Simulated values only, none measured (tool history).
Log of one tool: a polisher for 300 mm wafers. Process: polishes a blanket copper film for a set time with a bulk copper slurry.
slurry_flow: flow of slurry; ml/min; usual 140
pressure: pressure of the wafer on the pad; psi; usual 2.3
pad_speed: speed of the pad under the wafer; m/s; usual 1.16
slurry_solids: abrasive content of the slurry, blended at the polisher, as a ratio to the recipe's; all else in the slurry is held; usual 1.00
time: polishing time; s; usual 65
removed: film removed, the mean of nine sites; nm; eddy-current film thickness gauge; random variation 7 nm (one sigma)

run,hour,slurry_flow,pressure,pad_speed,slurry_solids,time,"incoming thickness of the incoming film, nm",removed
1,0.0,140,1.7,1.16,1.00,65,3328.6,479.2
2,12.4,140,1.7,1.16,1.00,65,3392.4,475.2
3,19.9,140,2.3,1.16,1.00,65,3437.9,591.7
4,35.5,140,2.3,1.16,1.00,65,3384.8,586.4
5,52.5,140,2.3,1.16,0.85,65,3436.1,551.7
6,62.7,140,2.7,1.16,1.00,65,3467.4,639.1
7,71.7,140,2.3,1.16,1.00,65,3380.6,569.7
8,79.9,140,2.3,1.16,0.75,65,3398.2,505.4
9,93.1,140,2.3,1.16,1.00,65,3411.2,582.5
10,109.4,140,2.3,1.16,1.00,65,3452.2,553.6
11,116.9,115,2.3,0.76,1.00,65,3444.3,415.6
12,123.8,140,2.3,1.16,1.00,65,3408.3,549.6
13,133.9,140,2.6,0.80,1.15,85,3355.3,661.0
14,142.6,140,1.8,1.16,1.00,73,3399.6,540.0
15,151.3,175,2.3,1.16,1.00,65,3359.9,577.1
16,162.3,140,2.3,1.16,1.00,65,3409.1,547.4
17,171.5,120,2.3,1.16,1.00,65,3386.6,527.4
18,184.0,95,2.3,1.16,1.00,42,3440.4,317.5
19,197.3,125,2.3,1.16,1.00,65,3402.4,538.0
20,204.0,140,1.8,1.16,1.00,81,3422.4,641.2
21,221.2,140,1.6,1.30,0.90,54,3371.7,405.8
22,234.6,140,2.3,1.16,1.00,65,3360.1,588.5
23,244.6,170,2.7,1.46,1.00,65,3408.0,791.4
24,256.6,140,2.3,1.16,1.00,65,3404.3,584.6
25,264.8,110,2.3,1.16,1.00,65,3461.4,555.0
26,275.8,140,2.3,1.16,1.00,59,3395.8,529.5
27,287.7,185,2.3,1.16,1.00,65,3348.2,612.1
28,296.5,140,1.8,1.16,1.00,65,3416.5,501.5
29,307.3,140,2.3,1.16,1.00,65,3404.5,584.7
30,325.5,140,2.3,1.16,1.00,65,3435.3,585.8
31,333.7,140,2.3,1.16,1.00,74,3378.4,660.2

Taken out of this log: 6 entries between the listed runs. Where each belongs, and how the hidden state differs across it:
Between runs 6 and 7: head pressure recalibrated (hour 71.2)
  abrasive missing from the slurry, %: 10.2 -> 10.9
  measured less the result without the state, removed: -26.3 -> -25.2 nm
Between runs 9 and 10: worn pad replaced by a new one (hour 108.9)
  abrasive missing from the slurry, %: 12.5 -> 13.9
  measured less the result without the state, removed: -30.2 -> -32.4 nm
Between runs 17 and 18: slurry nozzle cleaned (hour 174.9)
  abrasive missing from the slurry, %: 19.8 -> 21.1
  measured less the result without the state, removed: -47.2 -> -30.8 nm
Between runs 19 and 20: slurry blender recalibrated (hour 203.5)
  abrasive missing from the slurry, %: 22.6 -> 3.15
  measured less the result without the state, removed: -57.0 -> -7.6 nm
Between runs 20 and 21: worn pad replaced by a new one (hour 216.9)
  abrasive missing from the slurry, %: 3.15 -> 3.19
  measured less the result without the state, removed: -7.6 -> -4.7 nm
Between runs 29 and 30: worn pad replaced by a new one (hour 325.0)
  abrasive missing from the slurry, %: 4.76 -> 5.38
  measured less the result without the state, removed: -10.6 -> -12.0 nm
